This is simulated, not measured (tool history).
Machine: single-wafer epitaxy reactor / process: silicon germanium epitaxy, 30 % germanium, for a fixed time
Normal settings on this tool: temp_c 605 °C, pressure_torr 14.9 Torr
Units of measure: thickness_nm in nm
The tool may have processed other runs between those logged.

run,hour,temp_c,pressure_torr,wafers since the last listed run,hours since the last pyrometer calibration,hours since the last manometer calibration,hours since the showerhead was replaced,hours since the gauge calibration,"read-back reference wafer on the same gauge, thickness_nm",thickness_nm
1,0,605,14.9,0,2352.7,2528.1,4002.5,324.6,53.698,54.737
2,34.2,605,14.9,811,2386.9,2562.3,4036.7,358.8,53.655,54.21
3,49.8,605,14.9,370,2402.5,2577.9,4052.3,374.4,53.548,53.825
4,83.7,605,14.9,804,2436.4,2611.8,4086.2,408.3,53.479,54.301
5,95.9,605,14.9,289,2448.6,2624,4098.4,420.5,53.532,54.553
# hour 171.5: gauge calibrated
6,202.9,605,14.9,2538,2555.6,2731,4205.4,31.4,54.267,55.159
7,235.6,608,12.2,775,2588.3,2763.7,4238.1,64.1,54.18,53.521
8,267.4,608,12.2,754,2620.1,2795.5,4269.9,95.9,54.093,53.406
9,297.1,605,14.9,704,2649.8,2825.2,4299.6,125.6,54.071,54.988
10,309.5,605,14.9,294,2662.2,2837.6,4312,138,54.082,54.892
11,334.6,617,14.9,595,2687.3,2862.7,4337.1,163.1,54.05,70.293
12,366.8,617,14.9,763,2719.5,2894.9,4369.3,195.3,53.958,69.231
13,384,617,14.9,407,2736.7,2912.1,4386.5,212.5,53.849,69.633
14,396.7,601,14.9,301,2749.4,2924.8,4399.2,225.2,53.837,50.217
15,418.4,597,18.5,514,2771.1,2946.5,4420.9,246.9,53.776,51.087
# hour 426.6: capacitance manometer re-zeroed and calibrated
16,441.5,608,12.2,358,2794.2,14.9,4444,270,53.735,52.903
17,458.3,617,14.9,398,2811,31.7,4460.8,286.8,53.709,69.405
# hour 475: pyrometer calibrated
18,484.1,612,14.9,422,9.1,57.5,4486.6,312.6,53.647,62.886
19,496.4,605,13.4,291,21.4,69.8,4498.9,324.9,53.68,51.914
20,510.6,598,17.5,336,35.6,84,4513.1,339.1,53.631,50.472
21,532.3,600,17.3,514,57.3,105.7,4534.8,360.8,53.638,52.301
# hour 546.2: showerhead replaced
22,571.1,605,14.9,730,96.1,144.5,24.9,399.6,53.41,54.136
# hour 647.1: gauge calibrated
23,661.3,605,14.9,2139,186.3,234.7,115.1,14.2,54.439,54.717
24,760.9,616,13.1,2362,285.9,334.3,214.7,113.8,54.233,65.042
25,794.3,600,11.3,792,319.3,367.7,248.1,147.2,54.142,43.279
26,830.1,599,12,849,355.1,403.5,283.9,183,54.085,43.822
27,864.1,617,16.2,806,389.1,437.5,317.9,217,54.009,72.687
28,894.8,590,17.4,728,419.8,468.2,348.6,247.7,53.971,42.522

Here are 5 independent what-if runs from the current tool condition. What would each one return?
A,895.2,605,14.9,9,420.2,468.6,349,248.1,?,?
B,895.2,610,14.9,9,420.2,468.6,349,248.1,?,?
C,895.2,599,11.3,9,420.2,468.6,349,248.1,?,?
D,895.2,605,12.4,9,420.2,468.6,349,248.1,?,?
E,895.2,618,12.5,9,420.2,468.6,349,248.1,?,?

run,"read-back reference wafer on the same gauge, thickness_nm",thickness_nm
A,53.939,54.731
B,53.939,60.624
C,53.939,42.623
D,53.939,50.379
E,53.939,65.788
Stripped of hidden state, with their random variation kept, the same runs would have yielded:
run,thickness_nm
A,55.278
B,61.23
C,43.049
D,50.883
E,66.445
